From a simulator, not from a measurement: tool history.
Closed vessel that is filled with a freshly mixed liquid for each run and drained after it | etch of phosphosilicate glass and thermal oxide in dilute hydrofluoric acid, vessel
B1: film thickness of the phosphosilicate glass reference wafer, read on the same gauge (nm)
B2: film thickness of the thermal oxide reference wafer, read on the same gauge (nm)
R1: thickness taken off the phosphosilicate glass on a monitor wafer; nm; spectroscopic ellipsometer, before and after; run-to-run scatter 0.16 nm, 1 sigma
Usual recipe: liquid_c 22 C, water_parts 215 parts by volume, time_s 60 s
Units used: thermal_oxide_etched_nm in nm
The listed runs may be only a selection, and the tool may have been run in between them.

Run 1, day 0: usual settings but water_parts 185 parts by volume; B1 30; B2 50.011. Result: R1 52.96 nm, thermal_oxide_etched_nm 1.175 nm.
Run 2, day 2.304: usual settings but water_parts 185 parts by volume; B1 30; B2 50.01. Result: R1 52.96 nm, thermal_oxide_etched_nm 1.224 nm.
Run 3, day 4.538: usual settings but water_parts 130 parts by volume; B1 30.01; B2 49.986. Result: R1 80.36 nm, thermal_oxide_etched_nm 1.832 nm.
At day 6.504: hydrofluoric acid flow meter replaced.
Run 4, day 7.738: usual settings; B1 30; B2 50.015. Result: R1 45.1 nm, thermal_oxide_etched_nm 0.977 nm.
Run 5, day 10.146: usual settings; B1 30.01; B2 49.998. Result: R1 45.08 nm, thermal_oxide_etched_nm 0.963 nm.
Run 6, day 14.354: usual settings but time_s 40 s; B1 30.02; B2 49.982. Result: R1 29.79 nm, thermal_oxide_etched_nm 0.648 nm.
Run 7, day 17.242: usual settings but time_s 40 s; B1 30; B2 50.019. Result: R1 29.67 nm, thermal_oxide_etched_nm 0.636 nm.
Run 8, day 19.038: usual settings but water_parts 300 parts by volume; B1 30; B2 50.004. Result: R1 29.31 nm, thermal_oxide_etched_nm 0.667 nm.
Run 9, day 21.292: usual settings but water_parts 300 parts by volume; B1 30.01; B2 50.005. Result: R1 29.25 nm, thermal_oxide_etched_nm 0.681 nm.
Run 10, day 25.671: usual settings; B1 30; B2 49.996. Result: R1 44.5 nm, thermal_oxide_etched_nm 0.977 nm.
At day 25.75: gauge calibrated.
Run 11, day 28.188: usual settings but liquid_c 18 C, water_parts 325 parts by volume, time_s 80 s; B1 30.01; B2 49.999. Result: R1 30.53 nm, thermal_oxide_etched_nm 0.706 nm.
At day 29.412: thermometer replaced.
Run 12, day 31.467: usual settings but liquid_c 27 C, water_parts 110 parts by volume, time_s 35 s; B1 29.99; B2 50.014. Result: R1 68.47 nm, thermal_oxide_etched_nm 1.619 nm.
At day 31.758: hydrofluoric acid flow meter replaced.
Run 13, day 35.717: usual settings but liquid_c 19.5 C, water_parts 115 parts by volume, time_s 35 s; B1 30; B2 49.986. Result: R1 49.43 nm, thermal_oxide_etched_nm 1.116 nm.
Run 14, day 38.558: usual settings but water_parts 255 parts by volume; B1 30.01; B2 49.986. Result: R1 36.41 nm, thermal_oxide_etched_nm 0.827 nm.
Run 15, day 40.35: usual settings but liquid_c 25 C, water_parts 295 parts by volume, time_s 80 s; B1 30; B2 50.004. Result: R1 44.66 nm, thermal_oxide_etched_nm 1.01 nm.
Run 16, day 43.521: usual settings; B1 30.01; B2 49.993. Result: R1 45 nm, thermal_oxide_etched_nm 0.979 nm.
Run 17, day 46.388: usual settings but time_s 45 s; B1 30.01; B2 49.989. Result: R1 33.43 nm, thermal_oxide_etched_nm 0.739 nm.
Run 18, day 48.429: usual settings but liquid_c 26.5 C; B1 30; B2 50.007. Result: R1 52.63 nm, thermal_oxide_etched_nm 1.173 nm.
Run 19, day 49.946: usual settings but water_parts 160 parts by volume; B1 30; B2 49.977. Result: R1 63.14 nm, thermal_oxide_etched_nm 1.415 nm.
Run 20, day 53.804: usual settings; B1 30; B2 50.002. Result: R1 44.44 nm, thermal_oxide_etched_nm 0.996 nm.
Run 21, day 58.233: usual settings but liquid_c 19 C, water_parts 285 parts by volume; B1 30.01; B2 49.983. Result: R1 28.07 nm, thermal_oxide_etched_nm 0.642 nm.
Run 22, day 60.075: usual settings; B1 29.99; B2 49.994. Result: R1 44.27 nm, thermal_oxide_etched_nm 1.002 nm.
At day 60.638: hydrofluoric acid flow meter replaced.
Run 23, day 64.021: usual settings but liquid_c 17.5 C, water_parts 285 parts by volume, time_s 70 s; B1 29.98; B2 49.977. Result: R1 31.26 nm, thermal_oxide_etched_nm 0.719 nm.
Run 24, day 66.671: usual settings but liquid_c 25.5 C, water_parts 160 parts by volume, time_s 30 s; B1 30.01; B2 50. Result: R1 36.53 nm, thermal_oxide_etched_nm 0.802 nm.

Exercise: give the hidden state of the tool at every run:
liquid hotter than its thermometer reads (K): 0 on each run
gauge reads high (%): 0 on each run
H1: hydrofluoric acid flow below the setpoint (%)
run     H1
  1   1.38
  2    1.5
  3   1.62
  4  0.368
  5  0.497
  6  0.723
  7  0.879
  8  0.975
  9    1.1
 10   1.33
 11   1.47
 12   1.64
 13  0.216
 14  0.369
 15  0.466
 16  0.636
 17   0.79
 18    0.9
 19  0.981
 20   1.19
 21   1.43
 22   1.53
 23  0.303
 24  0.445
